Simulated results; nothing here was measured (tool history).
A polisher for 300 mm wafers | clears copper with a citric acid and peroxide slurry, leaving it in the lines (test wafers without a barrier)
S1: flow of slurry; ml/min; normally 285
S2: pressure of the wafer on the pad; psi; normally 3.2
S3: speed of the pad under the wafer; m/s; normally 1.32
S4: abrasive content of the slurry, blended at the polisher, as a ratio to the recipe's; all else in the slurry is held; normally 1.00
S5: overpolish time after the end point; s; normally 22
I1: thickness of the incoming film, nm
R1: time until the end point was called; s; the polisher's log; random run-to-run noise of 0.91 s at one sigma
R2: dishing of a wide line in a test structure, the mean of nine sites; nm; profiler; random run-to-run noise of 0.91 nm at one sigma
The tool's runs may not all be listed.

{"run": 1, "hour": 0.0, "S1": 285, "S2": 3.2, "S3": 1.62, "S4": 1.0, "S5": 22, "I1": 229.8, "R1": 67.0, "R2": 44.2}
{"run": 2, "hour": 70.0, "S1": 285, "S2": 3.2, "S3": 1.62, "S4": 1.0, "S5": 22, "I1": 230.6, "R1": 69.4, "R2": 43.3}
{"run": 3, "hour": 122.8, "S1": 285, "S2": 3.2, "S3": 1.62, "S4": 1.0, "S5": 22, "I1": 231.6, "R1": 71.5, "R2": 44.6}
{"run": 4, "hour": 193.4, "S1": 285, "S2": 3.2, "S3": 1.32, "S4": 1.0, "S5": 26, "I1": 227.8, "R1": 78.6, "R2": 45.2}
{"hour": 199.9, "done": "head pressure recalibrated"}
{"hour": 228.2, "done": "slurry nozzle cleaned"}
{"run": 5, "hour": 237.8, "S1": 285, "S2": 3.2, "S3": 1.32, "S4": 1.0, "S5": 26, "I1": 227.1, "R1": 79.2, "R2": 44.5}
{"hour": 261.4, "done": "slurry blender recalibrated"}
{"run": 6, "hour": 263.8, "S1": 340, "S2": 3.8, "S3": 1.06, "S4": 1.0, "S5": 16, "I1": 233.6, "R1": 77.7, "R2": 31.2}
{"hour": 303.9, "done": "worn pad replaced by a new one, repeated, since the last time left the tool worse"}
{"run": 7, "hour": 314.1, "S1": 285, "S2": 3.2, "S3": 1.32, "S4": 1.0, "S5": 26, "I1": 231.6, "R1": 66.9, "R2": 49.2}
{"run": 8, "hour": 349.0, "S1": 240, "S2": 2.3, "S3": 1.1, "S4": 1.1, "S5": 22, "I1": 229.5, "R1": 106.2, "R2": 30.6}
{"run": 9, "hour": 401.3, "S1": 210, "S2": 4.2, "S3": 1.32, "S4": 1.0, "S5": 22, "I1": 229.9, "R1": 54.2, "R2": 52.8}
{"run": 10, "hour": 464.0, "S1": 285, "S2": 3.2, "S3": 1.32, "S4": 1.0, "S5": 22, "I1": 231.6, "R1": 70.8, "R2": 43.3}
{"run": 11, "hour": 533.8, "S1": 205, "S2": 3.2, "S3": 1.08, "S4": 1.0, "S5": 35, "I1": 230.3, "R1": 82.4, "R2": 54.5}
{"run": 12, "hour": 588.7, "S1": 205, "S2": 3.2, "S3": 1.32, "S4": 1.0, "S5": 22, "I1": 234.3, "R1": 75.7, "R2": 42.1}
{"run": 13, "hour": 624.3, "S1": 285, "S2": 4.0, "S3": 0.98, "S4": 0.8, "S5": 22, "I1": 230.0, "R1": 74.8, "R2": 40.4}
{"run": 14, "hour": 668.3, "S1": 285, "S2": 3.6, "S3": 1.32, "S4": 1.0, "S5": 22, "I1": 229.9, "R1": 63.1, "R2": 48.1}
{"run": 15, "hour": 726.0, "S1": 285, "S2": 3.2, "S3": 1.32, "S4": 1.0, "S5": 22, "I1": 231.3, "R1": 72.2, "R2": 42.6}
{"hour": 744.8, "done": "worn pad replaced by a new one"}
{"hour": 755.0, "done": "slurry blender recalibrated"}
{"run": 16, "hour": 777.0, "S1": 285, "S2": 4.3, "S3": 1.32, "S4": 1.0, "S5": 22, "I1": 231.4, "R1": 51.7, "R2": 56.0}
{"run": 17, "hour": 842.7, "S1": 285, "S2": 3.2, "S3": 1.32, "S4": 1.0, "S5": 32, "I1": 227.4, "R1": 69.7, "R2": 57.5}
{"hour": 887.8, "done": "slurry nozzle cleaned"}
{"run": 18, "hour": 910.6, "S1": 350, "S2": 2.5, "S3": 0.92, "S4": 1.0, "S5": 22, "I1": 228.0, "R1": 110.6, "R2": 30.9}
{"run": 19, "hour": 963.7, "S1": 285, "S2": 2.5, "S3": 1.32, "S4": 1.3, "S5": 22, "I1": 231.9, "R1": 85.2, "R2": 36.5}
{"run": 20, "hour": 1017.8, "S1": 225, "S2": 2.5, "S3": 1.32, "S4": 1.2, "S5": 22, "I1": 230.7, "R1": 88.8, "R2": 36.2}
{"run": 21, "hour": 1054.2, "S1": 285, "S2": 2.2, "S3": 1.74, "S4": 1.1, "S5": 12, "I1": 230.9, "R1": 84.5, "R2": 22.4}
{"run": 22, "hour": 1093.6, "S1": 210, "S2": 2.5, "S3": 1.32, "S4": 1.0, "S5": 12, "I1": 227.9, "R1": 97.3, "R2": 20.1}
{"hour": 1137.0, "done": "worn pad replaced by a new one"}
{"run": 23, "hour": 1146.1, "S1": 285, "S2": 3.2, "S3": 1.32, "S4": 1.0, "S5": 22, "I1": 231.9, "R1": 69.0, "R2": 47.3}
{"run": 24, "hour": 1172.3, "S1": 310, "S2": 3.2, "S3": 0.88, "S4": 1.0, "S5": 22, "I1": 231.0, "R1": 88.4, "R2": 36.3}
{"run": 25, "hour": 1204.4, "S1": 285, "S2": 3.2, "S3": 1.46, "S4": 0.9, "S5": 16, "I1": 228.5, "R1": 67.5, "R2": 34.7}
{"hour": 1238.6, "done": "slurry blender recalibrated"}
{"run": 26, "hour": 1247.1, "S1": 355, "S2": 3.2, "S3": 1.14, "S4": 1.0, "S5": 22, "I1": 229.6, "R1": 75.0, "R2": 41.3}
{"run": 27, "hour": 1272.3, "S1": 235, "S2": 3.2, "S3": 1.32, "S4": 0.75, "S5": 29, "I1": 228.6, "R1": 80.6, "R2": 48.9}

Run-by-run hidden state of the tool:
slurry flow missing at the pad, %: 0, the same for each run
deviation of the head's pressure from its setpoint, %: 0, the same for each run
abrasive missing from the slurry, %: 0, the same for each run
H1: removal rate lost through wear of the pad, %
run=1 H1=14
run=2 H1=14.7
run=3 H1=15
run=4 H1=15.4
run=5 H1=15.5
run=6 H1=15.5
run=7 H1=0.563
run=8 H1=1.74
run=9 H1=3.05
run=10 H1=4.12
run=11 H1=4.89
run=12 H1=5.28
run=13 H1=5.46
run=14 H1=5.64
run=15 H1=5.8
run=16 H1=1.61
run=17 H1=3.34
run=18 H1=4.47
run=19 H1=5.06
run=20 H1=5.48
run=21 H1=5.68
run=22 H1=5.85
run=23 H1=0.359
run=24 H1=1.27
run=25 H1=2.2
run=26 H1=3.15
run=27 H1=3.59
